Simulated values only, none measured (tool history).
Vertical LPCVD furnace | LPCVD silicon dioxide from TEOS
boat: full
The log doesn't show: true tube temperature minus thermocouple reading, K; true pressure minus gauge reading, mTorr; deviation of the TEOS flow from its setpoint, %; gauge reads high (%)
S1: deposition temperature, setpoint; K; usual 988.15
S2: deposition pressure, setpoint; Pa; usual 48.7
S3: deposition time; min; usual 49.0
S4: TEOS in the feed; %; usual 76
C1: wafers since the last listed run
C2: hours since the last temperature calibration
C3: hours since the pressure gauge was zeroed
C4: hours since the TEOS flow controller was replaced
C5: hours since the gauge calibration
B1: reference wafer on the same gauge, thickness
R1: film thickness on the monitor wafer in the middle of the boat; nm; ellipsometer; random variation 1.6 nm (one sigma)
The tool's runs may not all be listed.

{"run": 1, "hour": 0.0, "S1": 997.15, "S2": 48.7, "S3": 49.0, "S4": 76, "C1": 0, "C2": 3349.4, "C3": 4030.1, "C4": 4542.3, "C5": 294.0, "B1": 541.56, "R1": 724.56}
{"run": 2, "hour": 35.5, "S1": 997.15, "S2": 48.7, "S3": 49.0, "S4": 76, "C1": 640, "C2": 3384.9, "C3": 4065.6, "C4": 4577.8, "C5": 329.5, "B1": 541.9, "R1": 727.8}
{"run": 3, "hour": 72.0, "S1": 997.15, "S2": 48.7, "S3": 49.0, "S4": 76, "C1": 658, "C2": 3421.4, "C3": 4102.1, "C4": 4614.3, "C5": 366.0, "B1": 541.76, "R1": 728.48}
{"run": 4, "hour": 136.7, "S1": 988.15, "S2": 48.7, "S3": 49.0, "S4": 76, "C1": 1167, "C2": 3486.1, "C3": 4166.8, "C4": 4679.0, "C5": 430.7, "B1": 541.83, "R1": 595.12}
{"run": 5, "hour": 174.1, "S1": 988.15, "S2": 48.7, "S3": 49.0, "S4": 76, "C1": 675, "C2": 3523.5, "C3": 4204.2, "C4": 4716.4, "C5": 468.1, "B1": 541.62, "R1": 596.91}
{"run": 6, "hour": 223.4, "S1": 988.15, "S2": 48.7, "S3": 49.0, "S4": 76, "C1": 889, "C2": 3572.8, "C3": 4253.5, "C4": 4765.7, "C5": 517.4, "B1": 541.96, "R1": 596.86}
{"run": 7, "hour": 295.1, "S1": 988.15, "S2": 48.7, "S3": 49.0, "S4": 76, "C1": 1294, "C2": 3644.5, "C3": 4325.2, "C4": 4837.4, "C5": 589.1, "B1": 542.6, "R1": 599.73}
{"run": 8, "hour": 355.9, "S1": 988.15, "S2": 48.7, "S3": 49.0, "S4": 76, "C1": 1097, "C2": 3705.3, "C3": 4386.0, "C4": 4898.2, "C5": 649.9, "B1": 542.17, "R1": 602.57}
{"run": 9, "hour": 393.8, "S1": 988.15, "S2": 57.3, "S3": 55.5, "S4": 76, "C1": 684, "C2": 3743.2, "C3": 4423.9, "C4": 4936.1, "C5": 687.8, "B1": 542.04, "R1": 740.9}
{"run": 10, "hour": 454.7, "S1": 988.15, "S2": 48.7, "S3": 49.0, "S4": 76, "C1": 1099, "C2": 3804.1, "C3": 4484.8, "C4": 4997.0, "C5": 748.7, "B1": 541.31, "R1": 602.49}
{"hour": 520.9, "done": "TEOS flow controller replaced"}
{"run": 11, "hour": 521.4, "S1": 997.15, "S2": 48.7, "S3": 49.0, "S4": 71, "C1": 770, "C2": 3870.8, "C3": 4551.5, "C4": 0.5, "C5": 815.4, "B1": 542.64, "R1": 712.73}
{"run": 12, "hour": 570.2, "S1": 997.15, "S2": 48.7, "S3": 49.0, "S4": 71, "C1": 880, "C2": 3919.6, "C3": 4600.3, "C4": 49.3, "C5": 864.2, "B1": 541.76, "R1": 709.93}
{"run": 13, "hour": 638.4, "S1": 997.15, "S2": 48.7, "S3": 49.0, "S4": 71, "C1": 1231, "C2": 3987.8, "C3": 4668.5, "C4": 117.5, "C5": 932.4, "B1": 542.1, "R1": 712.5}
{"run": 14, "hour": 684.9, "S1": 988.15, "S2": 48.7, "S3": 49.0, "S4": 76, "C1": 839, "C2": 4034.3, "C3": 4715.0, "C4": 164.0, "C5": 978.9, "B1": 541.61, "R1": 607.54}
{"hour": 732.0, "done": "thermocouples replaced and temperature profile calibrated"}
{"run": 15, "hour": 732.5, "S1": 988.15, "S2": 48.7, "S3": 49.0, "S4": 76, "C1": 425, "C2": 0.5, "C3": 4762.6, "C4": 211.6, "C5": 1026.5, "B1": 542.39, "R1": 574.42}
{"run": 16, "hour": 766.4, "S1": 982.15, "S2": 40.7, "S3": 49.0, "S4": 70, "C1": 611, "C2": 34.4, "C3": 4796.5, "C4": 245.5, "C5": 1060.4, "B1": 542.07, "R1": 440.19}
{"run": 17, "hour": 826.7, "S1": 988.15, "S2": 44.0, "S3": 49.0, "S4": 76, "C1": 1088, "C2": 94.7, "C3": 4856.8, "C4": 305.8, "C5": 1120.7, "B1": 541.74, "R1": 546.2}
{"run": 18, "hour": 866.2, "S1": 988.15, "S2": 56.7, "S3": 49.0, "S4": 62, "C1": 713, "C2": 134.2, "C3": 4896.3, "C4": 345.3, "C5": 1160.2, "B1": 541.99, "R1": 560.42}
{"hour": 916.6, "done": "gauge calibrated"}
{"run": 19, "hour": 934.2, "S1": 980.15, "S2": 48.7, "S3": 43.5, "S4": 76, "C1": 1227, "C2": 202.2, "C3": 4964.3, "C4": 413.3, "C5": 17.6, "B1": 541.66, "R1": 424.27}
{"hour": 1004.1, "done": "pressure gauge zeroed"}
{"run": 20, "hour": 1005.7, "S1": 980.15, "S2": 42.7, "S3": 55.5, "S4": 76, "C1": 857, "C2": 273.7, "C3": 1.6, "C4": 484.8, "C5": 89.1, "B1": 541.82, "R1": 511.89}
{"run": 21, "hour": 1049.6, "S1": 988.15, "S2": 48.7, "S3": 59.0, "S4": 67, "C1": 792, "C2": 317.6, "C3": 45.5, "C4": 528.7, "C5": 133.0, "B1": 542.8, "R1": 650.16}
{"run": 22, "hour": 1105.3, "S1": 984.15, "S2": 37.3, "S3": 49.0, "S4": 76, "C1": 1005, "C2": 373.3, "C3": 101.2, "C4": 584.4, "C5": 188.7, "B1": 542.26, "R1": 459.28}
{"run": 23, "hour": 1167.6, "S1": 984.15, "S2": 54.7, "S3": 68.5, "S4": 64, "C1": 1124, "C2": 435.6, "C3": 163.5, "C4": 646.7, "C5": 251.0, "B1": 541.81, "R1": 715.8}
{"run": 24, "hour": 1219.5, "S1": 988.15, "S2": 48.7, "S3": 49.0, "S4": 69, "C1": 936, "C2": 487.5, "C3": 215.4, "C4": 698.6, "C5": 302.9, "B1": 542.07, "R1": 547.15}
{"run": 25, "hour": 1280.8, "S1": 997.15, "S2": 48.7, "S3": 49.0, "S4": 76, "C1": 1106, "C2": 548.8, "C3": 276.7, "C4": 759.9, "C5": 364.2, "B1": 542.03, "R1": 705.8}
{"run": 26, "hour": 1318.5, "S1": 1000.15, "S2": 48.7, "S3": 33.0, "S4": 89, "C1": 680, "C2": 586.5, "C3": 314.4, "C4": 797.6, "C5": 401.9, "B1": 542.43, "R1": 547.82}

Forecast run 27:
{"run": 27, "hour": 1367.9, "S1": 988.15, "S2": 57.3, "S3": 37.5, "S4": 76, "C1": 891, "C2": 635.9, "C3": 363.8, "C4": 847.0, "C5": 451.3, "B1": "?", "R1": "?"}

B1: 541.81
R1: 477.77 nm
Without the tool's hidden state the same run would have given R1 475.32 nm.
